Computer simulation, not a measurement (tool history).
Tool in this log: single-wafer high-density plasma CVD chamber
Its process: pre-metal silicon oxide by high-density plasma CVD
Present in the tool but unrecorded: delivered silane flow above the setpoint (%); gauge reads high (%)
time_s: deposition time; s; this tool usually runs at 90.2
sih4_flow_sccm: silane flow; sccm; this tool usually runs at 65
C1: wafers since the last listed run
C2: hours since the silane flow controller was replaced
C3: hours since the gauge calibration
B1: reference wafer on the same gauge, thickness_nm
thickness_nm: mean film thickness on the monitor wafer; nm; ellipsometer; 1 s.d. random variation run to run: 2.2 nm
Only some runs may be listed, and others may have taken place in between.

run 1 hour=0.0 | time_s=81.5 sih4_flow_sccm=65 | C1=0 C2=1178.1 C3=663.1 | B1=503.906 | thickness_nm=500.733
run 2 hour=84.8 | time_s=102.8 sih4_flow_sccm=60 | C1=1589 C2=1262.9 C3=747.9 | B1=504.007 | thickness_nm=587.592
run 3 hour=131.5 | time_s=90.2 sih4_flow_sccm=65 | C1=875 C2=1309.6 C3=794.6 | B1=503.628 | thickness_nm=558.357
run 4 hour=190.6 | time_s=103.8 sih4_flow_sccm=65 | C1=1107 C2=1368.7 C3=853.7 | B1=504.382 | thickness_nm=642.092
run 5 hour=286.7 | time_s=103.8 sih4_flow_sccm=65 | C1=1801 C2=1464.8 C3=949.8 | B1=503.692 | thickness_nm=641.040
run 6 hour=374.5 | time_s=103.8 sih4_flow_sccm=65 | C1=1645 C2=1552.6 C3=1037.6 | B1=504.340 | thickness_nm=641.314
run 7 hour=482.3 | time_s=90.2 sih4_flow_sccm=65 | C1=2020 C2=1660.4 C3=1145.4 | B1=504.065 | thickness_nm=557.424
run 8 hour=534.8 | time_s=90.2 sih4_flow_sccm=65 | C1=984 C2=1712.9 C3=1197.9 | B1=503.793 | thickness_nm=554.299
run 9 hour=616.6 | time_s=90.2 sih4_flow_sccm=65 | C1=1533 C2=1794.7 C3=1279.7 | B1=503.619 | thickness_nm=553.410
run 10 hour=707.1 | time_s=90.2 sih4_flow_sccm=65 | C1=1696 C2=1885.2 C3=1370.2 | B1=503.879 | thickness_nm=556.766
run 11 hour=799.5 | time_s=90.2 sih4_flow_sccm=55 | C1=1732 C2=1977.6 C3=1462.6 | B1=504.424 | thickness_nm=469.328
run 12 hour=867.3 | time_s=90.2 sih4_flow_sccm=65 | C1=1270 C2=2045.4 C3=1530.4 | B1=503.794 | thickness_nm=552.852
run 13 hour=952.6 | time_s=90.2 sih4_flow_sccm=65 | C1=1598 C2=2130.7 C3=1615.7 | B1=504.078 | thickness_nm=553.336
run 14 hour=1045.1 | time_s=90.2 sih4_flow_sccm=65 | C1=1733 C2=2223.2 C3=1708.2 | B1=504.579 | thickness_nm=551.658
run 15 hour=1090.4 | time_s=90.2 sih4_flow_sccm=65 | C1=849 C2=2268.5 C3=1753.5 | B1=503.779 | thickness_nm=555.771
run 16 hour=1172.9 | time_s=90.2 sih4_flow_sccm=58 | C1=1546 C2=2351.0 C3=1836.0 | B1=504.008 | thickness_nm=495.298
run 17 hour=1226.8 | time_s=90.2 sih4_flow_sccm=58 | C1=1010 C2=2404.9 C3=1889.9 | B1=503.829 | thickness_nm=497.759
run 18 hour=1275.7 | time_s=90.2 sih4_flow_sccm=65 | C1=916 C2=2453.8 C3=1938.8 | B1=503.982 | thickness_nm=550.035
-- hour=1339.8 gauge calibrated
run 19 hour=1364.6 | time_s=74.7 sih4_flow_sccm=54 | C1=1666 C2=2542.7 C3=24.8 | B1=503.768 | thickness_nm=379.381
run 20 hour=1428.4 | time_s=74.7 sih4_flow_sccm=53 | C1=1195 C2=2606.5 C3=88.6 | B1=503.892 | thickness_nm=372.672
run 21 hour=1495.3 | time_s=76.1 sih4_flow_sccm=60 | C1=1254 C2=2673.4 C3=155.5 | B1=503.905 | thickness_nm=430.126
run 22 hour=1555.0 | time_s=85.3 sih4_flow_sccm=53 | C1=1119 C2=2733.1 C3=215.2 | B1=503.833 | thickness_nm=426.519
run 23 hour=1632.2 | time_s=104.5 sih4_flow_sccm=73 | C1=1447 C2=2810.3 C3=292.4 | B1=504.316 | thickness_nm=715.802
run 24 hour=1689.1 | time_s=90.2 sih4_flow_sccm=65 | C1=1066 C2=2867.2 C3=349.3 | B1=504.373 | thickness_nm=550.184
run 25 hour=1784.2 | time_s=102.0 sih4_flow_sccm=57 | C1=1782 C2=2962.3 C3=444.4 | B1=504.454 | thickness_nm=544.393
run 26 hour=1851.9 | time_s=90.2 sih4_flow_sccm=65 | C1=1269 C2=3030.0 C3=512.1 | B1=504.283 | thickness_nm=545.512
run 27 hour=1901.2 | time_s=104.1 sih4_flow_sccm=53 | C1=924 C2=3079.3 C3=561.4 | B1=503.901 | thickness_nm=517.153
run 28 hour=2008.6 | time_s=90.2 sih4_flow_sccm=65 | C1=2013 C2=3186.7 C3=668.8 | B1=504.221 | thickness_nm=547.513
-- hour=2058.0 silane flow controller replaced
run 29 hour=2100.6 | time_s=100.2 sih4_flow_sccm=56 | C1=1574 C2=42.6 C3=760.8 | B1=503.679 | thickness_nm=532.511
run 30 hour=2181.3 | time_s=82.1 sih4_flow_sccm=56 | C1=1512 C2=123.3 C3=841.5 | B1=503.920 | thickness_nm=434.273
run 31 hour=2263.6 | time_s=106.3 sih4_flow_sccm=59 | C1=1542 C2=205.6 C3=923.8 | B1=504.225 | thickness_nm=595.500
run 32 hour=2314.4 | time_s=85.4 sih4_flow_sccm=61 | C1=952 C2=256.4 C3=974.6 | B1=504.665 | thickness_nm=493.881
run 33 hour=2376.6 | time_s=90.2 sih4_flow_sccm=65 | C1=1165 C2=318.6 C3=1036.8 | B1=503.842 | thickness_nm=556.245
run 34 hour=2447.2 | time_s=81.4 sih4_flow_sccm=54 | C1=1323 C2=389.2 C3=1107.4 | B1=503.864 | thickness_nm=417.408
run 35 hour=2501.5 | time_s=95.2 sih4_flow_sccm=59 | C1=1017 C2=443.5 C3=1161.7 | B1=504.000 | thickness_nm=534.269
run 36 hour=2588.5 | time_s=84.3 sih4_flow_sccm=69 | C1=1630 C2=530.5 C3=1248.7 | B1=503.678 | thickness_nm=552.778

3 options for the next run, each taken on its own from the tool as it stands now. Forecast them:
run A hour=2588.9 | time_s=90.2 sih4_flow_sccm=65 | C1=7 C2=530.9 C3=1249.1 | B1=? | thickness_nm=?
run B hour=2588.9 | time_s=73.8 sih4_flow_sccm=76 | C1=7 C2=530.9 C3=1249.1 | B1=? | thickness_nm=?
run C hour=2588.9 | time_s=106.1 sih4_flow_sccm=76 | C1=7 C2=530.9 C3=1249.1 | B1=? | thickness_nm=?

run=A B1=503.886 thickness_nm=557.634
run=B B1=503.886 thickness_nm=533.457
run=C B1=503.886 thickness_nm=766.935
With no hidden state in the tool, these same runs would have given:
run=A thickness_nm=558.891
run=B thickness_nm=534.659
run=C thickness_nm=768.663
